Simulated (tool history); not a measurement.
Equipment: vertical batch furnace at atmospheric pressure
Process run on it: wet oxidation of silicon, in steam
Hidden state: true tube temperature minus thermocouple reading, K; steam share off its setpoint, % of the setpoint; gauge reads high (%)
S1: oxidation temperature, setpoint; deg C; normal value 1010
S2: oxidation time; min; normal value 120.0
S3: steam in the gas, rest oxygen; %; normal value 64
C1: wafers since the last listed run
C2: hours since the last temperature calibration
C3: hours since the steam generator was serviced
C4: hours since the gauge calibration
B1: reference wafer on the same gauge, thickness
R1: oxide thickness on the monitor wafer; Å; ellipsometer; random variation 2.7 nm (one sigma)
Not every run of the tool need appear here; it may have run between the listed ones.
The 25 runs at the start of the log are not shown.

run     day    S1     S2  S3    C1     C2     C3     C4      B1      R1
 26  64.971  1010  120.0  64   533  164.5  103.8  525.0  573.60  5293.2
 27  67.308  1001  154.5  64   802  220.6  159.9  581.1  573.84  5949.1
 28  68.579  1016  120.0  54   436  251.1  190.4  611.6  574.31  4912.1
 29  69.612  1010  120.0  64   354  275.9  215.2  636.4  573.94  5345.7
 30  70.617  1017  177.5  61   344  300.0  239.3  660.5  574.21  6866.9
 31  73.196   990  120.0  64   885  361.9  301.2  722.4  574.11  4638.3
 32  74.742  1010  120.0  64   530  399.0  338.3  759.5  573.43  5292.5
 33  81.954  1021  151.0  64  2475  572.1  511.4  932.6  574.30  6557.0
 34  83.938  1016  120.0  54   680  619.7  559.0  980.2  574.08  4948.2

Predict each of these 3 candidate next runs independently; none follows another, all start after run 34:
  A  84.175  1010  120.0  64  81  625.4  564.7  985.9   ?   ?
  B  84.175  1034   74.0  75  81  625.4  564.7  985.9   ?   ?
  C  84.175  1022  165.5  73  81  625.4  564.7  985.9   ?   ?

run      B1      R1
  A  574.46  5334.9
  B  574.46  5008.7
  C  574.46  7555.6
Without the tool's unlogged condition, the same runs would have read:
run      R1
  A  5304.2
  B  4982.0
  C  7519.4
